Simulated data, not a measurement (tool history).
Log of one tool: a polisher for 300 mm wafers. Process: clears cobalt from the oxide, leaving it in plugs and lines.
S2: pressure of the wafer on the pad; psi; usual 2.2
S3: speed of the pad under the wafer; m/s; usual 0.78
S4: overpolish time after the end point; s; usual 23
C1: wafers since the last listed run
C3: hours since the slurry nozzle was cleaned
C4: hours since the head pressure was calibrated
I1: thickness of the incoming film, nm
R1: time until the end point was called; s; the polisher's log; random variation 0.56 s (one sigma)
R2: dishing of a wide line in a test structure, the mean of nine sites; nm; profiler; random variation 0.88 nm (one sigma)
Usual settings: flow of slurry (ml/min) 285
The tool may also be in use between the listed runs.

run 1 hour=0.0 | flow_of_slurry_(ml/min)=285 S2=2.2 S3=0.78 S4=23 | C1=0 wafers_polished_on_this_pad=1170 C3=312.6 C4=566.8 | I1=148.4 | R1=48.8 R2=48.3
run 2 hour=28.1 | flow_of_slurry_(ml/min)=285 S2=2.2 S3=0.78 S4=23 | C1=291 wafers_polished_on_this_pad=1461 C3=340.7 C4=594.9 | I1=151.1 | R1=48.3 R2=47.5
-- hour=74.4 worn pad replaced by a new one
run 3 hour=96.6 | flow_of_slurry_(ml/min)=285 S2=2.2 S3=0.78 S4=23 | C1=668 wafers_polished_on_this_pad=229 C3=409.2 C4=663.4 | I1=150.1 | R1=46.4 R2=50.1
run 4 hour=157.4 | flow_of_slurry_(ml/min)=285 S2=2.2 S3=0.78 S4=23 | C1=630 wafers_polished_on_this_pad=860 C3=470.0 C4=724.2 | I1=150.5 | R1=48.8 R2=47.5
run 5 hour=214.3 | flow_of_slurry_(ml/min)=285 S2=2.2 S3=0.78 S4=23 | C1=589 wafers_polished_on_this_pad=1449 C3=526.9 C4=781.1 | I1=149.7 | R1=50.4 R2=48.1
-- hour=228.0 worn pad replaced by a new one
run 6 hour=260.6 | flow_of_slurry_(ml/min)=285 S2=2.2 S3=0.78 S4=23 | C1=438 wafers_polished_on_this_pad=337 C3=573.2 C4=827.4 | I1=150.9 | R1=47.3 R2=48.6
run 7 hour=328.4 | flow_of_slurry_(ml/min)=285 S2=2.2 S3=0.78 S4=23 | C1=702 wafers_polished_on_this_pad=1040 C3=641.0 C4=895.2 | I1=149.8 | R1=50.6 R2=45.8
run 8 hour=372.9 | flow_of_slurry_(ml/min)=285 S2=2.8 S3=0.98 S4=23 | C1=461 wafers_polished_on_this_pad=1501 C3=685.5 C4=939.7 | I1=149.4 | R1=33.7 R2=57.4
-- hour=384.7 worn pad replaced by a new one
run 9 hour=407.3 | flow_of_slurry_(ml/min)=285 S2=2.2 S3=0.78 S4=23 | C1=315 wafers_polished_on_this_pad=234 C3=719.9 C4=974.1 | I1=149.8 | R1=47.0 R2=50.2
run 10 hour=477.5 | flow_of_slurry_(ml/min)=325 S2=2.4 S3=0.78 S4=15 | C1=727 wafers_polished_on_this_pad=961 C3=790.1 C4=1044.3 | I1=150.1 | R1=46.9 R2=37.8
run 11 hour=529.1 | flow_of_slurry_(ml/min)=285 S2=2.2 S3=0.78 S4=23 | C1=534 wafers_polished_on_this_pad=1496 C3=841.7 C4=1095.9 | I1=146.6 | R1=49.4 R2=46.2
-- hour=553.7 worn pad replaced by a new one
-- hour=555.5 slurry nozzle cleaned
-- hour=656.2 head pressure recalibrated
-- hour=703.6 worn pad replaced by a new one
run 12 hour=730.6 | flow_of_slurry_(ml/min)=285 S2=2.2 S3=0.78 S4=23 | C1=1974 wafers_polished_on_this_pad=280 C3=175.1 C4=74.4 | I1=152.0 | R1=46.2 R2=50.3
run 13 hour=798.7 | flow_of_slurry_(ml/min)=190 S2=2.2 S3=0.92 S4=23 | C1=705 wafers_polished_on_this_pad=985 C3=243.2 C4=142.5 | I1=149.9 | R1=43.8 R2=53.2
run 14 hour=824.6 | flow_of_slurry_(ml/min)=210 S2=2.2 S3=0.78 S4=23 | C1=268 wafers_polished_on_this_pad=1254 C3=269.1 C4=168.4 | I1=147.1 | R1=48.1 R2=46.7
run 15 hour=858.4 | flow_of_slurry_(ml/min)=245 S2=2.9 S3=0.66 S4=33 | C1=350 wafers_polished_on_this_pad=1604 C3=302.9 C4=202.2 | I1=148.8 | R1=47.3 R2=56.5

Hidden state or all else? Some run-to-run changes of R1, split into what the settings, what came in and random variation would give without the hidden state, and what is left for the hidden state (with any gauge scatter that isn't in both results):
The hidden state here: removal rate lost through wear of the pad, %; slurry flow missing at the pad, %; deviation of the head's pressure from its setpoint, %.
Run 7 -> 8: S2 2.2 -> 2.8, S3 0.78 -> 0.98. R1 -16.9 s: hidden state -1.9, all else -15.0.
Run 11 -> 12: worn pad replaced by a new one, slurry nozzle cleaned, head pressure recalibrated, worn pad replaced by a new one. R1 -3.2 s: hidden state -5.6, all else +2.4.
